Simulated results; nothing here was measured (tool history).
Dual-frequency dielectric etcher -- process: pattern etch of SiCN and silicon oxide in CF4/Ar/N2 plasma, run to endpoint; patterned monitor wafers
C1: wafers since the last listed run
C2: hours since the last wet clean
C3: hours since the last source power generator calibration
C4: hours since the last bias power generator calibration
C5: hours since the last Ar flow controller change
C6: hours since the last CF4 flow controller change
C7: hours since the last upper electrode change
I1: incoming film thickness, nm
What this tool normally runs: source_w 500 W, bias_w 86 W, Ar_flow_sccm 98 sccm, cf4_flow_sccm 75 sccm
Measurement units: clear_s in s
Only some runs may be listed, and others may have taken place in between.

{"run": 1, "hour": 0.0, "source_w": 500, "bias_w": 78, "Ar_flow_sccm": 98, "cf4_flow_sccm": 75, "C1": 0, "C2": 385.9, "C3": 3057.0, "C4": 2743.3, "C5": 3487.8, "C6": 4468.3, "C7": 5626.6, "I1": 17.89, "clear_s": 17.2}
{"run": 2, "hour": 11.7, "source_w": 500, "bias_w": 78, "Ar_flow_sccm": 98, "cf4_flow_sccm": 75, "C1": 148, "C2": 397.6, "C3": 3068.7, "C4": 2755.0, "C5": 3499.5, "C6": 4480.0, "C7": 5638.3, "I1": 17.69, "clear_s": 17.2}
{"run": 3, "hour": 28.1, "source_w": 500, "bias_w": 86, "Ar_flow_sccm": 98, "cf4_flow_sccm": 75, "C1": 207, "C2": 414.0, "C3": 3085.1, "C4": 2771.4, "C5": 3515.9, "C6": 4496.4, "C7": 5654.7, "I1": 17.88, "clear_s": 16.8}
{"run": 4, "hour": 46.1, "source_w": 500, "bias_w": 86, "Ar_flow_sccm": 98, "cf4_flow_sccm": 75, "C1": 228, "C2": 432.0, "C3": 3103.1, "C4": 2789.4, "C5": 3533.9, "C6": 4514.4, "C7": 5672.7, "I1": 17.56, "clear_s": 16.4}
{"run": 5, "hour": 52.9, "source_w": 500, "bias_w": 86, "Ar_flow_sccm": 98, "cf4_flow_sccm": 75, "C1": 86, "C2": 438.8, "C3": 3109.9, "C4": 2796.2, "C5": 3540.7, "C6": 4521.2, "C7": 5679.5, "I1": 17.78, "clear_s": 16.7}
{"run": 6, "hour": 65.9, "source_w": 500, "bias_w": 86, "Ar_flow_sccm": 98, "cf4_flow_sccm": 75, "C1": 164, "C2": 451.8, "C3": 3122.9, "C4": 2809.2, "C5": 3553.7, "C6": 4534.2, "C7": 5692.5, "I1": 17.88, "clear_s": 16.8}
{"run": 7, "hour": 75.3, "source_w": 500, "bias_w": 86, "Ar_flow_sccm": 98, "cf4_flow_sccm": 75, "C1": 119, "C2": 461.2, "C3": 3132.3, "C4": 2818.6, "C5": 3563.1, "C6": 4543.6, "C7": 5701.9, "I1": 17.85, "clear_s": 16.7}
{"run": 8, "hour": 82.4, "source_w": 500, "bias_w": 86, "Ar_flow_sccm": 98, "cf4_flow_sccm": 75, "C1": 90, "C2": 468.3, "C3": 3139.4, "C4": 2825.7, "C5": 3570.2, "C6": 4550.7, "C7": 5709.0, "I1": 17.73, "clear_s": 16.5}
{"run": 9, "hour": 95.6, "source_w": 500, "bias_w": 86, "Ar_flow_sccm": 98, "cf4_flow_sccm": 75, "C1": 167, "C2": 481.5, "C3": 3152.6, "C4": 2838.9, "C5": 3583.4, "C6": 4563.9, "C7": 5722.2, "I1": 17.57, "clear_s": 16.5}
{"hour": 105.3, "done": "bias power generator calibrated"}
{"run": 10, "hour": 112.4, "source_w": 500, "bias_w": 86, "Ar_flow_sccm": 98, "cf4_flow_sccm": 75, "C1": 162, "C2": 498.3, "C3": 3169.4, "C4": 7.1, "C5": 3600.2, "C6": 4580.7, "C7": 5739.0, "I1": 17.68, "clear_s": 16.4}
{"hour": 120.9, "done": "CF4 flow controller replaced"}
{"run": 11, "hour": 125.3, "source_w": 500, "bias_w": 86, "Ar_flow_sccm": 98, "cf4_flow_sccm": 75, "C1": 87, "C2": 511.2, "C3": 3182.3, "C4": 20.0, "C5": 3613.1, "C6": 4.4, "C7": 5751.9, "I1": 17.58, "clear_s": 16.3}
{"hour": 151.3, "done": "upper electrode replaced"}
{"run": 12, "hour": 151.8, "source_w": 500, "bias_w": 86, "Ar_flow_sccm": 98, "cf4_flow_sccm": 75, "C1": 31, "C2": 537.7, "C3": 3208.8, "C4": 46.5, "C5": 3639.6, "C6": 30.9, "C7": 0.5, "I1": 17.71, "clear_s": 16.5}
{"run": 13, "hour": 152.1, "source_w": 620, "bias_w": 102, "Ar_flow_sccm": 83, "cf4_flow_sccm": 57, "C1": 3, "C2": 538.0, "C3": 3209.1, "C4": 46.8, "C5": 3639.9, "C6": 31.2, "C7": 0.8, "I1": 17.68, "clear_s": 13.6}
{"hour": 157.0, "done": "source power generator calibrated"}
{"run": 14, "hour": 159.1, "source_w": 500, "bias_w": 86, "Ar_flow_sccm": 98, "cf4_flow_sccm": 75, "C1": 38, "C2": 545.0, "C3": 2.1, "C4": 53.8, "C5": 3646.9, "C6": 38.2, "C7": 7.8, "I1": 17.84, "clear_s": 16.6}
{"run": 15, "hour": 169.5, "source_w": 500, "bias_w": 102, "Ar_flow_sccm": 98, "cf4_flow_sccm": 75, "C1": 131, "C2": 555.4, "C3": 12.5, "C4": 64.2, "C5": 3657.3, "C6": 48.6, "C7": 18.2, "I1": 17.55, "clear_s": 15.5}
{"run": 16, "hour": 182.2, "source_w": 400, "bias_w": 78, "Ar_flow_sccm": 85, "cf4_flow_sccm": 85, "C1": 161, "C2": 568.1, "C3": 25.2, "C4": 76.9, "C5": 3670.0, "C6": 61.3, "C7": 30.9, "I1": 17.61, "clear_s": 18.6}
{"hour": 210.0, "done": "Ar flow controller replaced"}
{"hour": 210.1, "done": "wet clean of the chamber"}
{"run": 17, "hour": 210.6, "source_w": 500, "bias_w": 86, "Ar_flow_sccm": 98, "cf4_flow_sccm": 75, "C1": 282, "C2": 0.5, "C3": 53.6, "C4": 105.3, "C5": 0.6, "C6": 89.7, "C7": 59.3, "I1": 17.49, "clear_s": 17.2}
{"run": 18, "hour": 212.0, "source_w": 500, "bias_w": 97, "Ar_flow_sccm": 98, "cf4_flow_sccm": 61, "C1": 17, "C2": 1.9, "C3": 55.0, "C4": 106.7, "C5": 2.0, "C6": 91.1, "C7": 60.7, "I1": 17.74, "clear_s": 17.4}
{"run": 19, "hour": 226.7, "source_w": 500, "bias_w": 72, "Ar_flow_sccm": 98, "cf4_flow_sccm": 75, "C1": 186, "C2": 16.6, "C3": 69.7, "C4": 121.4, "C5": 16.7, "C6": 105.8, "C7": 75.4, "I1": 17.58, "clear_s": 18.0}
{"run": 20, "hour": 243.0, "source_w": 420, "bias_w": 96, "Ar_flow_sccm": 107, "cf4_flow_sccm": 59, "C1": 206, "C2": 32.9, "C3": 86.0, "C4": 137.7, "C5": 33.0, "C6": 122.1, "C7": 91.7, "I1": 17.82, "clear_s": 20.0}
{"run": 21, "hour": 255.2, "source_w": 500, "bias_w": 96, "Ar_flow_sccm": 120, "cf4_flow_sccm": 75, "C1": 154, "C2": 45.1, "C3": 98.2, "C4": 149.9, "C5": 45.2, "C6": 134.3, "C7": 103.9, "I1": 17.64, "clear_s": 17.3}
{"run": 22, "hour": 270.4, "source_w": 500, "bias_w": 86, "Ar_flow_sccm": 109, "cf4_flow_sccm": 75, "C1": 192, "C2": 60.3, "C3": 113.4, "C4": 165.1, "C5": 60.4, "C6": 149.5, "C7": 119.1, "I1": 17.77, "clear_s": 17.7}
{"run": 23, "hour": 283.1, "source_w": 600, "bias_w": 86, "Ar_flow_sccm": 98, "cf4_flow_sccm": 75, "C1": 161, "C2": 73.0, "C3": 126.1, "C4": 177.8, "C5": 73.1, "C6": 162.2, "C7": 131.8, "I1": 17.67, "clear_s": 15.3}
{"run": 24, "hour": 290.0, "source_w": 500, "bias_w": 86, "Ar_flow_sccm": 98, "cf4_flow_sccm": 75, "C1": 87, "C2": 79.9, "C3": 133.0, "C4": 184.7, "C5": 80.0, "C6": 169.1, "C7": 138.7, "I1": 17.85, "clear_s": 17.4}

Alternative continuations, all from the tool just after run 24; predict every row:
{"run": "A", "hour": 290.4, "source_w": 500, "bias_w": 86, "Ar_flow_sccm": 98, "cf4_flow_sccm": 63, "C1": 5, "C2": 80.3, "C3": 133.4, "C4": 185.1, "C5": 80.4, "C6": 169.5, "C7": 139.1, "I1": 17.67, "clear_s": "?"}
{"run": "B", "hour": 290.4, "source_w": 500, "bias_w": 74, "Ar_flow_sccm": 98, "cf4_flow_sccm": 75, "C1": 5, "C2": 80.3, "C3": 133.4, "C4": 185.1, "C5": 80.4, "C6": 169.5, "C7": 139.1, "I1": 17.67, "clear_s": "?"}
{"run": "C", "hour": 290.4, "source_w": 570, "bias_w": 86, "Ar_flow_sccm": 109, "cf4_flow_sccm": 75, "C1": 5, "C2": 80.3, "C3": 133.4, "C4": 185.1, "C5": 80.4, "C6": 169.5, "C7": 139.1, "I1": 17.67, "clear_s": "?"}

run=A clear_s=17.7
run=B clear_s=18.0
run=C clear_s=16.0
Take away the tool's hidden state, keep each run's random variation, and the runs would have read:
run=A clear_s=17.7
run=B clear_s=18.0
run=C clear_s=16.0

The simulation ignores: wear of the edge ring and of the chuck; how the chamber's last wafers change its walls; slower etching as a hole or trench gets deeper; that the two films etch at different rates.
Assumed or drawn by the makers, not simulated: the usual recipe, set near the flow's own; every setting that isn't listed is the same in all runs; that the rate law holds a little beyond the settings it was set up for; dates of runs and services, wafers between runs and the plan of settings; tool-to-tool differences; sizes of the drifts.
